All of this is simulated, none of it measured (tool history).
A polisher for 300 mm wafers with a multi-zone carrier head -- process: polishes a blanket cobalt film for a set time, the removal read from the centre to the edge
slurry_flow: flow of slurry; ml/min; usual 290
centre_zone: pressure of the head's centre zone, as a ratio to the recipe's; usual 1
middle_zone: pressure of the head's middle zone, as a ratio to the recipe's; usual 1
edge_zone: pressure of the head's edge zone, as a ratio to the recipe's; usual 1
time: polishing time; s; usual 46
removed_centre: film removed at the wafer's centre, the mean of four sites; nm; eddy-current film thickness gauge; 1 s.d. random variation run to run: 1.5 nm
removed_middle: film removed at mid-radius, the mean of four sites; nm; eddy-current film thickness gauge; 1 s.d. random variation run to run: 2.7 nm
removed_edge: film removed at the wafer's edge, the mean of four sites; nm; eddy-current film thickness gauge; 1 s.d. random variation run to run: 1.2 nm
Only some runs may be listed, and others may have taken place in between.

| run | hour | slurry_flow | centre_zone | middle_zone | edge_zone | time | wafers since the last listed run | wafers polished on this pad | hours since the slurry nozzle was cleaned | hours since the centre zone pressure was calibrated | hours since the edge zone pressure was calibrated | hours since the carrier head's membrane was replaced | incoming thickness of the incoming film, nm | removed_centre | removed_middle | removed_edge |
|---|---|---|---|---|---|---|---|---|---|---|---|---|---|---|---|---|
| 1 | 0 | 290 | 1 | 1 | 1 | 46 | 0 | 1776 | 433.8 | 902.3 | 55.1 | 903 | 792 | 180.1 | 184.6 | 177.9 |
|  | 37.5 | slurry nozzle cleaned |
| 2 | 58 | 290 | 1 | 1 | 1 | 46 | 867 | 2644 | 20.5 | 960.3 | 113.1 | 961 | 801.2 | 188.4 | 189.7 | 185.3 |
| 3 | 116.4 | 290 | 1 | 0.92 | 1 | 41 | 889 | 3533 | 78.9 | 1018.7 | 171.5 | 1019.4 | 792.7 | 169.3 | 164.3 | 166.1 |
|  | 193.7 | centre zone pressure recalibrated |
| 4 | 267.9 | 290 | 0.97 | 1 | 1.12 | 33 | 2275 | 5809 | 230.4 | 74.2 | 323 | 1170.9 | 788.2 | 133.2 | 140.1 | 137.2 |
| 5 | 312.5 | 250 | 0.93 | 0.95 | 1 | 46 | 678 | 6488 | 275 | 118.8 | 367.6 | 1215.5 | 794.4 | 175.9 | 178.3 | 179.3 |
|  | 365.3 | worn pad replaced by a new one |
| 6 | 365.8 | 290 | 1 | 1 | 1 | 46 | 750 | 7 | 328.3 | 172.1 | 420.9 | 1268.8 | 800.2 | 184.3 | 194.4 | 182.9 |
| 7 | 434.8 | 245 | 1 | 0.95 | 1 | 46 | 1050 | 1058 | 397.3 | 241.1 | 489.9 | 1337.8 | 785.6 | 176.9 | 172.3 | 175.5 |
|  | 472.1 | carrier head's membrane replaced by a new one |
| 8 | 472.6 | 290 | 1 | 1 | 1.07 | 46 | 499 | 1557 | 435.1 | 278.9 | 527.7 | 0.5 | 778.9 | 181.5 | 189.3 | 185.4 |
|  | 536.2 | slurry nozzle cleaned |
| 9 | 537.9 | 290 | 1 | 1.04 | 1 | 53 | 978 | 2536 | 1.7 | 344.2 | 593 | 65.8 | 779.8 | 219 | 232.8 | 213.4 |
| 10 | 571.9 | 290 | 0.92 | 1 | 1.09 | 37 | 517 | 3054 | 35.7 | 378.2 | 627 | 99.8 | 781.4 | 143.9 | 156.6 | 154.6 |
| 11 | 628.4 | 385 | 1 | 1 | 1 | 46 | 860 | 3914 | 92.2 | 434.7 | 683.5 | 156.3 | 792.1 | 195.4 | 198.1 | 188.9 |
| 12 | 693.1 | 290 | 0.96 | 1 | 1 | 46 | 984 | 4899 | 156.9 | 499.4 | 748.2 | 221 | 789.4 | 184.2 | 188.5 | 186.1 |
| 13 | 721.6 | 290 | 1 | 1 | 1 | 51 | 433 | 5333 | 185.4 | 527.9 | 776.7 | 249.5 | 787.1 | 212.2 | 215.6 | 207.7 |
|  | 733.4 | worn pad replaced by a new one |
| 14 | 763.1 | 200 | 1.04 | 1 | 1 | 56 | 570 | 451 | 226.9 | 569.4 | 818.2 | 291 | 785.4 | 221.5 | 219.8 | 215.6 |
| 15 | 811.5 | 290 | 1 | 1 | 1 | 46 | 736 | 1188 | 275.3 | 617.8 | 866.6 | 339.4 | 785.4 | 187.5 | 190.3 | 186 |

Predict the results of run 16:
| 16 | 837.1 | 290 | 0.91 | 1 | 1 | 55 | 389 | 1578 | 300.9 | 643.4 | 892.2 | 365 | 790.4 | ? | ? | ? |

Run 16 produced removed_centre 208.7 nm, removed_middle 231.7 nm, removed_edge 219.3 nm.
Take away the tool's hidden state, keep the run-to-run variation as it was, and the same run would have given removed_centre 212.4 nm, removed_middle 235.4 nm, removed_edge 222 nm.
